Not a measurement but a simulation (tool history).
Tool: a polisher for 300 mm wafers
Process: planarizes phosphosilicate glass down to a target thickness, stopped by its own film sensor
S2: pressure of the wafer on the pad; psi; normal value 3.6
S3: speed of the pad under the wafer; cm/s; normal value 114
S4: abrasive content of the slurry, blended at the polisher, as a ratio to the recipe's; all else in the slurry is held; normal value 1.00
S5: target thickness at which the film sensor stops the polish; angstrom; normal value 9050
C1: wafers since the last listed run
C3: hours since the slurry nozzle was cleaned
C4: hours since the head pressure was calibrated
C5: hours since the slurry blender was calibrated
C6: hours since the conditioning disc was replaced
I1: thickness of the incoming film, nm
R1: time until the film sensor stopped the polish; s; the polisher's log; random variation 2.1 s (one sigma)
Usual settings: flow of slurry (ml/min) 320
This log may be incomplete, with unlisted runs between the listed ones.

{"run": 1, "hour": 0.0, "flow of slurry (ml/min)": 320, "S2": 3.6, "S3": 114, "S4": 1.0, "S5": 9050, "C1": 0, "wafers polished on this pad": 2113, "C3": 509.9, "C4": 208.6, "C5": 186.8, "C6": 148.8, "I1": 2271.5, "R1": 134.3}
{"hour": 1.8, "done": "slurry nozzle cleaned"}
{"run": 2, "hour": 35.8, "flow of slurry (ml/min)": 320, "S2": 3.6, "S3": 114, "S4": 1.0, "S5": 9050, "C1": 324, "wafers polished on this pad": 2438, "C3": 34.0, "C4": 244.4, "C5": 222.6, "C6": 184.6, "I1": 2280.3, "R1": 138.6}
{"run": 3, "hour": 85.7, "flow of slurry (ml/min)": 235, "S2": 3.6, "S3": 102, "S4": 1.0, "S5": 9050, "C1": 465, "wafers polished on this pad": 2903, "C3": 83.9, "C4": 294.3, "C5": 272.5, "C6": 234.5, "I1": 2254.6, "R1": 149.1}
{"hour": 115.7, "done": "worn pad replaced by a new one"}
{"run": 4, "hour": 146.4, "flow of slurry (ml/min)": 235, "S2": 3.6, "S3": 102, "S4": 1.0, "S5": 9050, "C1": 528, "wafers polished on this pad": 286, "C3": 144.6, "C4": 355.0, "C5": 333.2, "C6": 295.2, "I1": 2237.1, "R1": 129.6}
{"hour": 154.5, "done": "slurry blender recalibrated"}
{"run": 5, "hour": 184.6, "flow of slurry (ml/min)": 320, "S2": 3.6, "S3": 114, "S4": 0.85, "S5": 9050, "C1": 337, "wafers polished on this pad": 623, "C3": 182.8, "C4": 393.2, "C5": 30.1, "C6": 333.4, "I1": 2249.6, "R1": 127.4}
{"hour": 200.5, "done": "conditioning disc replaced and pad reconditioned"}
{"run": 6, "hour": 235.7, "flow of slurry (ml/min)": 320, "S2": 3.6, "S3": 114, "S4": 0.85, "S5": 9050, "C1": 457, "wafers polished on this pad": 1081, "C3": 233.9, "C4": 444.3, "C5": 81.2, "C6": 35.2, "I1": 2235.5, "R1": 128.0}
{"hour": 272.5, "done": "head pressure recalibrated"}
{"run": 7, "hour": 304.1, "flow of slurry (ml/min)": 320, "S2": 3.6, "S3": 114, "S4": 0.85, "S5": 9050, "C1": 619, "wafers polished on this pad": 1700, "C3": 302.3, "C4": 31.6, "C5": 149.6, "C6": 103.6, "I1": 2253.6, "R1": 144.9}
{"run": 8, "hour": 358.4, "flow of slurry (ml/min)": 320, "S2": 3.6, "S3": 114, "S4": 1.0, "S5": 9050, "C1": 506, "wafers polished on this pad": 2206, "C3": 356.6, "C4": 85.9, "C5": 203.9, "C6": 157.9, "I1": 2215.5, "R1": 138.4}
{"hour": 477.2, "done": "worn pad replaced by a new one"}
{"hour": 495.2, "done": "slurry blender recalibrated"}
{"run": 9, "hour": 545.4, "flow of slurry (ml/min)": 320, "S2": 3.6, "S3": 114, "S4": 1.0, "S5": 9050, "C1": 1687, "wafers polished on this pad": 617, "C3": 543.6, "C4": 272.9, "C5": 50.2, "C6": 344.9, "I1": 2222.1, "R1": 125.0}
{"hour": 569.5, "done": "conditioning disc replaced and pad reconditioned"}
{"run": 10, "hour": 592.8, "flow of slurry (ml/min)": 275, "S2": 2.3, "S3": 146, "S4": 0.9, "S5": 9050, "C1": 423, "wafers polished on this pad": 1040, "C3": 591.0, "C4": 320.3, "C5": 97.6, "C6": 23.3, "I1": 2237.8, "R1": 166.8}
{"hour": 596.8, "done": "slurry nozzle cleaned"}
{"run": 11, "hour": 664.3, "flow of slurry (ml/min)": 225, "S2": 3.6, "S3": 114, "S4": 1.0, "S5": 11560, "C1": 657, "wafers polished on this pad": 1697, "C3": 67.5, "C4": 391.8, "C5": 169.1, "C6": 94.8, "I1": 2239.7, "R1": 109.2}
{"run": 12, "hour": 697.7, "flow of slurry (ml/min)": 320, "S2": 2.5, "S3": 114, "S4": 0.85, "S5": 9050, "C1": 311, "wafers polished on this pad": 2009, "C3": 100.9, "C4": 425.2, "C5": 202.5, "C6": 128.2, "I1": 2243.5, "R1": 188.7}
{"run": 13, "hour": 743.3, "flow of slurry (ml/min)": 380, "S2": 4.2, "S3": 114, "S4": 1.25, "S5": 5580, "C1": 425, "wafers polished on this pad": 2434, "C3": 146.5, "C4": 470.8, "C5": 248.1, "C6": 173.8, "I1": 2258.7, "R1": 135.1}
{"hour": 768.1, "done": "head pressure recalibrated"}
{"hour": 781.0, "done": "worn pad replaced by a new one"}
{"run": 14, "hour": 781.5, "flow of slurry (ml/min)": 220, "S2": 2.4, "S3": 114, "S4": 0.75, "S5": 9050, "C1": 300, "wafers polished on this pad": 4, "C3": 184.7, "C4": 13.4, "C5": 286.3, "C6": 212.0, "I1": 2253.1, "R1": 209.1}
{"run": 15, "hour": 821.9, "flow of slurry (ml/min)": 320, "S2": 3.6, "S3": 114, "S4": 1.0, "S5": 12430, "C1": 376, "wafers polished on this pad": 381, "C3": 225.1, "C4": 53.8, "C5": 326.7, "C6": 252.4, "I1": 2271.0, "R1": 100.6}
{"run": 16, "hour": 846.3, "flow of slurry (ml/min)": 320, "S2": 3.6, "S3": 114, "S4": 1.0, "S5": 9050, "C1": 227, "wafers polished on this pad": 608, "C3": 249.5, "C4": 78.2, "C5": 351.1, "C6": 276.8, "I1": 2229.5, "R1": 127.5}
{"hour": 867.6, "done": "slurry blender recalibrated"}
{"run": 17, "hour": 914.0, "flow of slurry (ml/min)": 320, "S2": 3.6, "S3": 124, "S4": 0.85, "S5": 13110, "C1": 612, "wafers polished on this pad": 1221, "C3": 317.2, "C4": 145.9, "C5": 46.4, "C6": 344.5, "I1": 2225.3, "R1": 90.2}
{"hour": 924.4, "done": "conditioning disc replaced and pad reconditioned"}
{"run": 18, "hour": 969.9, "flow of slurry (ml/min)": 280, "S2": 4.6, "S3": 114, "S4": 0.9, "S5": 9050, "C1": 502, "wafers polished on this pad": 1723, "C3": 373.1, "C4": 201.8, "C5": 102.3, "C6": 45.5, "I1": 2202.0, "R1": 107.5}
{"run": 19, "hour": 1031.9, "flow of slurry (ml/min)": 320, "S2": 3.6, "S3": 114, "S4": 1.0, "S5": 9050, "C1": 577, "wafers polished on this pad": 2301, "C3": 435.1, "C4": 263.8, "C5": 164.3, "C6": 107.5, "I1": 2214.5, "R1": 129.1}
{"hour": 1155.9, "done": "worn pad replaced by a new one"}
{"run": 20, "hour": 1161.8, "flow of slurry (ml/min)": 375, "S2": 3.6, "S3": 114, "S4": 0.85, "S5": 9050, "C1": 1173, "wafers polished on this pad": 54, "C3": 565.0, "C4": 393.7, "C5": 294.2, "C6": 237.4, "I1": 2255.8, "R1": 128.2}
{"hour": 1184.3, "done": "head pressure recalibrated"}
{"run": 21, "hour": 1189.7, "flow of slurry (ml/min)": 320, "S2": 3.6, "S3": 114, "S4": 1.0, "S5": 9050, "C1": 241, "wafers polished on this pad": 296, "C3": 592.9, "C4": 5.4, "C5": 322.1, "C6": 265.3, "I1": 2242.7, "R1": 139.6}
{"hour": 1197.4, "done": "slurry blender recalibrated"}
{"hour": 1217.5, "done": "slurry nozzle cleaned"}
{"run": 22, "hour": 1257.2, "flow of slurry (ml/min)": 320, "S2": 3.6, "S3": 114, "S4": 1.0, "S5": 9050, "C1": 601, "wafers polished on this pad": 897, "C3": 39.7, "C4": 72.9, "C5": 59.8, "C6": 332.8, "I1": 2225.1, "R1": 128.0}
{"hour": 1270.2, "done": "conditioning disc replaced and pad reconditioned"}
{"run": 23, "hour": 1321.0, "flow of slurry (ml/min)": 320, "S2": 3.6, "S3": 114, "S4": 0.85, "S5": 9050, "C1": 576, "wafers polished on this pad": 1473, "C3": 103.5, "C4": 136.7, "C5": 123.6, "C6": 50.8, "I1": 2242.4, "R1": 140.8}
{"run": 24, "hour": 1372.2, "flow of slurry (ml/min)": 320, "S2": 3.6, "S3": 132, "S4": 0.8, "S5": 9050, "C1": 477, "wafers polished on this pad": 1950, "C3": 154.7, "C4": 187.9, "C5": 174.8, "C6": 102.0, "I1": 2229.2, "R1": 132.9}
{"run": 25, "hour": 1406.5, "flow of slurry (ml/min)": 320, "S2": 3.6, "S3": 100, "S4": 1.0, "S5": 7460, "C1": 319, "wafers polished on this pad": 2270, "C3": 189.0, "C4": 222.2, "C5": 209.1, "C6": 136.3, "I1": 2236.0, "R1": 153.8}

Below are 4 alternative next runs, each starting from the tool's condition after run 25. Predict each:
{"run": "A", "hour": 1407.0, "flow of slurry (ml/min)": 320, "S2": 3.6, "S3": 114, "S4": 1.0, "S5": 9050, "C1": 4, "wafers polished on this pad": 2275, "C3": 189.5, "C4": 222.7, "C5": 209.6, "C6": 136.8, "I1": 2228.1, "R1": "?"}
{"run": "B", "hour": 1407.0, "flow of slurry (ml/min)": 320, "S2": 3.6, "S3": 114, "S4": 1.15, "S5": 9050, "C1": 4, "wafers polished on this pad": 2275, "C3": 189.5, "C4": 222.7, "C5": 209.6, "C6": 136.8, "I1": 2228.1, "R1": "?"}
{"run": "C", "hour": 1407.0, "flow of slurry (ml/min)": 320, "S2": 3.6, "S3": 82, "S4": 1.0, "S5": 9050, "C1": 4, "wafers polished on this pad": 2275, "C3": 189.5, "C4": 222.7, "C5": 209.6, "C6": 136.8, "I1": 2228.1, "R1": "?"}
{"run": "D", "hour": 1407.0, "flow of slurry (ml/min)": 320, "S2": 3.6, "S3": 114, "S4": 1.1, "S5": 4830, "C1": 4, "wafers polished on this pad": 2275, "C3": 189.5, "C4": 222.7, "C5": 209.6, "C6": 136.8, "I1": 2228.1, "R1": "?"}

run=A R1=133.1
run=B R1=126.8
run=C R1=154.3
run=D R1=169.8
Without the tool's unlogged condition, the same runs would have read:
run=A R1=130.3
run=B R1=124.1
run=C R1=151.0
run=D R1=166.2
